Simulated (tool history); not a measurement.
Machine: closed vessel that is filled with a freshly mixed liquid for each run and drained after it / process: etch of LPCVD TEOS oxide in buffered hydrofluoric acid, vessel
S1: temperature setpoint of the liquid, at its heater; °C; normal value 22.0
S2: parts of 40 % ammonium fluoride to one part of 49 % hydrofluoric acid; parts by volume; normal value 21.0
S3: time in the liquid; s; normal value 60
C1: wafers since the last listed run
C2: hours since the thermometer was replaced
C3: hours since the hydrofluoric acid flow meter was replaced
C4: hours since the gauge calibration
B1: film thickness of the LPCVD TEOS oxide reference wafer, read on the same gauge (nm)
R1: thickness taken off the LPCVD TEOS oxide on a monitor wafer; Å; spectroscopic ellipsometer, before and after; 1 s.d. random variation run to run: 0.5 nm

Run 1, hour 0.0: usual settings; C1 0; C2 36.1; C3 531.5; C4 297.0; B1 140.01. Result: R1 523.7 Å.
Run 2, hour 99.4: usual settings; C1 9941; C2 135.5; C3 630.9; C4 396.4; B1 140.01. Result: R1 525.2 Å.
Run 3, hour 146.5: usual settings; C1 4710; C2 182.6; C3 678.0; C4 443.5; B1 139.97. Result: R1 526.4 Å.
Run 4, hour 248.3: usual settings; C1 10181; C2 284.4; C3 779.8; C4 545.3; B1 140.00. Result: R1 526.4 Å.
Run 5, hour 354.3: usual settings; C1 10602; C2 390.4; C3 885.8; C4 651.3; B1 140.01. Result: R1 525.6 Å.
At hour 366.3: hydrofluoric acid flow meter replaced.
Run 6, hour 459.6: usual settings; C1 10432; C2 495.7; C3 93.3; C4 756.6; B1 139.98. Result: R1 524.1 Å.
Run 7, hour 521.0: usual settings; C1 6141; C2 557.1; C3 154.7; C4 818.0; B1 140.02. Result: R1 526.0 Å.
Run 8, hour 596.8: usual settings; C1 7581; C2 632.9; C3 230.5; C4 893.8; B1 140.00. Result: R1 510.2 Å.
Run 9, hour 665.2: usual settings; C1 6841; C2 701.3; C3 298.9; C4 962.2; B1 140.01. Result: R1 515.8 Å.
Run 10, hour 729.2: usual settings; C1 6401; C2 765.3; C3 362.9; C4 1026.2; B1 139.97. Result: R1 526.1 Å.
Run 11, hour 778.4: usual settings; C1 4920; C2 814.5; C3 412.1; C4 1075.4; B1 140.03. Result: R1 527.2 Å.
Run 12, hour 833.1: usual settings; C1 5471; C2 869.2; C3 466.8; C4 1130.1; B1 140.02. Result: R1 521.1 Å.
At hour 862.8: thermometer replaced.
Run 13, hour 927.2: usual settings but S1 20.0 °C, S2 29.0 parts by volume, S3 30 s; C1 9311; C2 64.4; C3 560.9; C4 1224.2; B1 140.00. Result: R1 187.5 Å.
Run 14, hour 985.5: usual settings but S1 18.0 °C, S3 40 s; C1 5831; C2 122.7; C3 619.2; C4 1282.5; B1 139.99. Result: R1 278.9 Å.
Run 15, hour 1081.1: usual settings but S1 20.0 °C, S2 29.0 parts by volume, S3 30 s; C1 9561; C2 218.3; C3 714.8; C4 1378.1; B1 139.99. Result: R1 188.8 Å.
Run 16, hour 1187.7: usual settings; C1 10662; C2 324.9; C3 821.4; C4 1484.7; B1 140.03. Result: R1 528.2 Å.
Run 17, hour 1268.7: usual settings but S2 14.5 parts by volume, S3 80 s; C1 8101; C2 405.9; C3 902.4; C4 1565.7; B1 139.98. Result: R1 993.1 Å.
Run 18, hour 1320.5: usual settings; C1 5180; C2 457.7; C3 954.2; C4 1617.5; B1 140.01. Result: R1 524.3 Å.
At hour 1469.2: gauge calibrated.
At hour 1504.3: hydrofluoric acid flow meter replaced.
Run 19, hour 1518.9: usual settings but S2 26.0 parts by volume; C1 19743; C2 656.1; C3 14.6; C4 49.7; B1 139.98. Result: R1 449.1 Å.
Run 20, hour 1563.8: usual settings but S1 23.5 °C, S2 24.0 parts by volume; C1 4490; C2 701.0; C3 59.5; C4 94.6; B1 140.03. Result: R1 518.4 Å.
Run 21, hour 1670.0: usual settings but S1 17.5 °C, S2 18.0 parts by volume, S3 90 s; C1 10622; C2 807.2; C3 165.7; C4 200.8; B1 140.02. Result: R1 695.0 Å.
At hour 1723.0: thermometer replaced.
Run 22, hour 1723.5: usual settings; C1 5251; C2 0.5; C3 219.2; C4 254.3; B1 139.99. Result: R1 516.8 Å.
Run 23, hour 1764.7: usual settings but S1 17.0 °C; C1 4120; C2 41.7; C3 260.4; C4 295.5; B1 140.01. Result: R1 394.1 Å.
Run 24, hour 1867.0: usual settings; C1 10231; C2 144.0; C3 362.7; C4 397.8; B1 140.01. Result: R1 519.3 Å.
Run 25, hour 1927.4: usual settings but S2 16.5 parts by volume, S3 45 s; C1 6041; C2 204.4; C3 423.1; C4 458.2; B1 139.98. Result: R1 490.6 Å.

Below are 4 alternative next runs, each starting from the tool's condition after run 25. Predict each:
Run A, hour 1928.1: usual settings; C1 70; C2 205.1; C3 423.8; C4 458.9; B1 ?. Result: R1 ?.
Run B, hour 1928.1: usual settings but S1 19.0 °C, S2 27.5 parts by volume, S3 50 s; C1 70; C2 205.1; C3 423.8; C4 458.9; B1 ?. Result: R1 ?.
Run C, hour 1928.1: usual settings but S1 19.5 °C, S2 18.0 parts by volume, S3 75 s; C1 70; C2 205.1; C3 423.8; C4 458.9; B1 ?. Result: R1 ?.
Run D, hour 1928.1: usual settings but S3 75 s; C1 70; C2 205.1; C3 423.8; C4 458.9; B1 ?. Result: R1 ?.

run      B1     R1
  A  140.02  522.9
  B  140.02  305.7
  C  140.02  652.4
  D  140.02  653.7
With no hidden state in the tool, these same runs would have given:
run     R1
  A  522.9
  B  305.7
  C  652.4
  D  653.7

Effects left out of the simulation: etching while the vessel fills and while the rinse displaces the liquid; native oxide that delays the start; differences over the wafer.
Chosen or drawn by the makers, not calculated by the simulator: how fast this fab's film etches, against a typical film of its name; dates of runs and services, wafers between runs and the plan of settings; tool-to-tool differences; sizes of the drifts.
